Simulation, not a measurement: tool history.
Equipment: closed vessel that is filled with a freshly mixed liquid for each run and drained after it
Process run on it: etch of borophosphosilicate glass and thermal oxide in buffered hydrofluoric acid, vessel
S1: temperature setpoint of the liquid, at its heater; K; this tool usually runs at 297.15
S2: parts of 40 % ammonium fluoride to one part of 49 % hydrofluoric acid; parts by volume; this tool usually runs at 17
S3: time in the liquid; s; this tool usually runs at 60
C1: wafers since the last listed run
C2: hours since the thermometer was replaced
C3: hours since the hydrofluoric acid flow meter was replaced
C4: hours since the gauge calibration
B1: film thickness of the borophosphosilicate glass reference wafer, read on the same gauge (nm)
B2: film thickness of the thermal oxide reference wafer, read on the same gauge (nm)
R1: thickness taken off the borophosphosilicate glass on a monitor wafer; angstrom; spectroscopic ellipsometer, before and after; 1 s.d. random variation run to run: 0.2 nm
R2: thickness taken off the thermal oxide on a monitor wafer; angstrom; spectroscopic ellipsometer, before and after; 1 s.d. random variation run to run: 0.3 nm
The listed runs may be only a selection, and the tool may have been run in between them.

| run | hour | S1 | S2 | S3 | C1 | C2 | C3 | C4 | B1 | B2 | R1 | R2 |
|---|---|---|---|---|---|---|---|---|---|---|---|---|
| 1 | 0 | 297.15 | 17 | 60 | 0 | 2002.3 | 965.8 | 2325.8 | 109.98 | 130.01 | 510.6 | 398.6 |
| 2 | 45.9 | 297.15 | 17 | 60 | 6242 | 2048.2 | 1011.7 | 2371.7 | 110 | 130.01 | 511.1 | 386.8 |
| 3 | 83.7 | 297.15 | 17 | 60 | 5140 | 2086 | 1049.5 | 2409.5 | 109.99 | 130.02 | 514.4 | 395.8 |
| 4 | 135.7 | 297.15 | 17 | 60 | 7071 | 2138 | 1101.5 | 2461.5 | 110 | 130 | 509.5 | 396 |
| 5 | 206.8 | 297.15 | 17 | 60 | 9669 | 2209.1 | 1172.6 | 2532.6 | 109.99 | 130.02 | 513.1 | 391.6 |
| 6 | 270.7 | 297.15 | 17 | 60 | 8690 | 2273 | 1236.5 | 2596.5 | 110.01 | 130.02 | 512 | 395.9 |
| 7 | 359.6 | 297.15 | 17 | 60 | 12089 | 2361.9 | 1325.4 | 2685.4 | 110 | 129.99 | 514.5 | 393.8 |
| 8 | 436.2 | 293.15 | 17 | 60 | 10417 | 2438.5 | 1402 | 2762 | 109.98 | 129.99 | 411.8 | 319.1 |
| 9 | 492.5 | 293.15 | 17 | 60 | 7656 | 2494.8 | 1458.3 | 2818.3 | 109.99 | 130 | 412.2 | 318 |
|  | 508.8 | gauge calibrated |
| 10 | 549.2 | 297.15 | 17 | 60 | 7710 | 2551.5 | 1515 | 40.4 | 110.02 | 129.99 | 512 | 401.3 |
| 11 | 627.1 | 299.65 | 17 | 60 | 10593 | 2629.4 | 1592.9 | 118.3 | 110 | 130 | 585.5 | 454 |
| 12 | 683.7 | 293.65 | 12.5 | 85 | 7697 | 2686 | 1649.5 | 174.9 | 110 | 130 | 819.8 | 624.2 |
| 13 | 790.9 | 297.15 | 21 | 60 | 14578 | 2793.2 | 1756.7 | 282.1 | 109.99 | 129.99 | 424.1 | 322.1 |
|  | 937.3 | thermometer replaced |
| 14 | 964.5 | 297.15 | 17 | 60 | 23472 | 27.2 | 1930.3 | 455.7 | 110 | 130.02 | 499.5 | 384.9 |
| 15 | 1042.9 | 297.15 | 17 | 60 | 10661 | 105.6 | 2008.7 | 534.1 | 110 | 130 | 502.3 | 390.3 |
| 16 | 1118.9 | 293.65 | 23 | 40 | 10335 | 181.6 | 2084.7 | 610.1 | 109.98 | 130.01 | 213.3 | 164.3 |
| 17 | 1180.5 | 297.15 | 19.5 | 45 | 8377 | 243.2 | 2146.3 | 671.7 | 109.99 | 130 | 329.5 | 257.2 |
| 18 | 1234.1 | 297.15 | 17 | 60 | 7289 | 296.8 | 2199.9 | 725.3 | 110.03 | 130.01 | 500.9 | 385.1 |
| 19 | 1285.9 | 301.15 | 20 | 95 | 7044 | 348.6 | 2251.7 | 777.1 | 110 | 130 | 836.5 | 645.3 |
| 20 | 1344.5 | 297.15 | 20 | 60 | 7969 | 407.2 | 2310.3 | 835.7 | 110 | 130.03 | 426.3 | 326.9 |
|  | 1349.4 | hydrofluoric acid flow meter replaced |
| 21 | 1619.5 | 297.15 | 19 | 35 | 37262 | 682.2 | 270.1 | 1110.7 | 109.99 | 130 | 263.3 | 203.8 |

Estimate the outcome of run 22 from the log above:
| 22 | 1688 | 293.15 | 15 | 60 | 9315 | 750.7 | 338.6 | 1179.2 | ? | ? | ? | ? |

B1: 110.01
B2: 130.01
R1: 458.6 angstrom
R2: 354.8 angstrom
On a tool with no hidden condition, and with the same random variation, this run would have come out at R1 455.5 angstrom, R2 352.4 angstrom.
